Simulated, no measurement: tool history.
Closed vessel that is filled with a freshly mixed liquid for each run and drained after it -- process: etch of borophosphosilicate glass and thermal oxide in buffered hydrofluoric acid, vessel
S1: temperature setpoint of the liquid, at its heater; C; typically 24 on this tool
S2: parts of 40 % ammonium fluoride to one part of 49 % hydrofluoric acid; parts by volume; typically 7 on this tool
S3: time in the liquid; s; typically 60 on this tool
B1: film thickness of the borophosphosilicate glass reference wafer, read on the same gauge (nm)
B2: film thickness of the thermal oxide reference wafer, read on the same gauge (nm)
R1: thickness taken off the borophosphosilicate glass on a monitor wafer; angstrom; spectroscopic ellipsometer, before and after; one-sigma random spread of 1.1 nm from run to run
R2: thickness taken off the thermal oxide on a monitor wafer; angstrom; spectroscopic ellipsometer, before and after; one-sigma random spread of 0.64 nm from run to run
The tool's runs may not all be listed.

run 1 day=0 | S1=24 S2=7 S3=60 | B1=99.99 B2=140.01 | R1=1452.1 R2=1201.1
run 2 day=0.296 | S1=24 S2=7 S3=60 | B1=100 B2=140 | R1=1431 R2=1200.9
run 3 day=0.662 | S1=24 S2=9 S3=60 | B1=99.98 B2=140 | R1=1098.2 R2=916.7
-- day=0.792 thermometer replaced
run 4 day=1.042 | S1=24 S2=7 S3=60 | B1=100.02 B2=140 | R1=1250.6 R2=1029.3
-- day=1.488 hydrofluoric acid flow meter replaced
run 5 day=1.508 | S1=27 S2=6 S3=30 | B1=99.99 B2=140.02 | R1=830.8 R2=705.9
-- day=1.754 gauge calibrated
run 6 day=1.958 | S1=24 S2=7 S3=60 | B1=100 B2=139.99 | R1=1248 R2=1038.9
run 7 day=2.683 | S1=25.5 S2=7 S3=35 | B1=100.01 B2=140.01 | R1=788.6 R2=658.6
run 8 day=3.15 | S1=24 S2=8.5 S3=60 | B1=100.01 B2=140 | R1=1001.8 R2=843.3
run 9 day=3.571 | S1=27 S2=9.5 S3=90 | B1=99.96 B2=139.98 | R1=1622.3 R2=1350.3
run 10 day=3.908 | S1=26 S2=5.5 S3=60 | B1=100.01 B2=139.99 | R1=1744.3 R2=1412.5
run 11 day=4.471 | S1=28.5 S2=5 S3=30 | B1=100 B2=140 | R1=1063.4 R2=883.5
run 12 day=4.808 | S1=20 S2=5 S3=75 | B1=100 B2=139.98 | R1=1687.2 R2=1386.5
run 13 day=5.396 | S1=24 S2=7 S3=60 | B1=100 B2=140 | R1=1250.8 R2=1037.1
run 14 day=5.9 | S1=24 S2=7 S3=60 | B1=99.98 B2=139.98 | R1=1270.5 R2=1050.1
run 15 day=6.229 | S1=27 S2=5 S3=80 | B1=100.01 B2=139.99 | R1=2639.7 R2=2181.5
run 16 day=6.638 | S1=24 S2=7 S3=40 | B1=99.96 B2=140.01 | R1=828.7 R2=695.4
run 17 day=7.358 | S1=24 S2=8.5 S3=60 | B1=99.96 B2=140 | R1=1012.9 R2=845.3
run 18 day=7.688 | S1=21 S2=10 S3=50 | B1=100.04 B2=139.99 | R1=630.7 R2=528.3
run 19 day=8.204 | S1=24 S2=7 S3=60 | B1=100.02 B2=140.02 | R1=1243.4 R2=1050.1
run 20 day=8.812 | S1=21.5 S2=7 S3=60 | B1=99.97 B2=139.97 | R1=1104 R2=919.1
run 21 day=9.221 | S1=24 S2=7 S3=50 | B1=100.01 B2=139.99 | R1=1053.4 R2=880.6
run 22 day=9.604 | S1=27 S2=5 S3=40 | B1=100 B2=140.01 | R1=1331.2 R2=1087.5
run 23 day=10.321 | S1=24 S2=7 S3=30 | B1=100.01 B2=140.01 | R1=630.9 R2=528.8
run 24 day=10.6 | S1=27 S2=8.5 S3=45 | B1=99.98 B2=140.01 | R1=905 R2=756.1

5 options for the next run, each taken on its own from the tool as it stands now. Forecast them:
run A day=10.629 | S1=24 S2=7 S3=60 | B1=? B2=? | R1=? R2=?
run B day=10.629 | S1=24 S2=8.5 S3=70 | B1=? B2=? | R1=? R2=?
run C day=10.629 | S1=20 S2=5 S3=70 | B1=? B2=? | R1=? R2=?
run D day=10.629 | S1=28.5 S2=9.5 S3=30 | B1=? B2=? | R1=? R2=?
run E day=10.629 | S1=25.5 S2=8.5 S3=30 | B1=? B2=? | R1=? R2=?

run=A B1=100.02 B2=139.97 R1=1265.3 R2=1057.2
run=B B1=100.02 B2=139.97 R1=1193.8 R2=999.8
run=C B1=100.02 B2=139.97 R1=1598.6 R2=1320.3
run=D B1=100.02 B2=139.97 R1=589.3 R2=495.3
run=E B1=100.02 B2=139.97 R1=554.3 R2=464.7
Had the tool no hidden state, the same runs would have come out as:
run=A R1=1233.2 R2=1029.9
run=B R1=1163.4 R2=974.1
run=C R1=1557.2 R2=1285.4
run=D R1=574.7 R2=482.9
run=E R1=540.3 R2=452.8
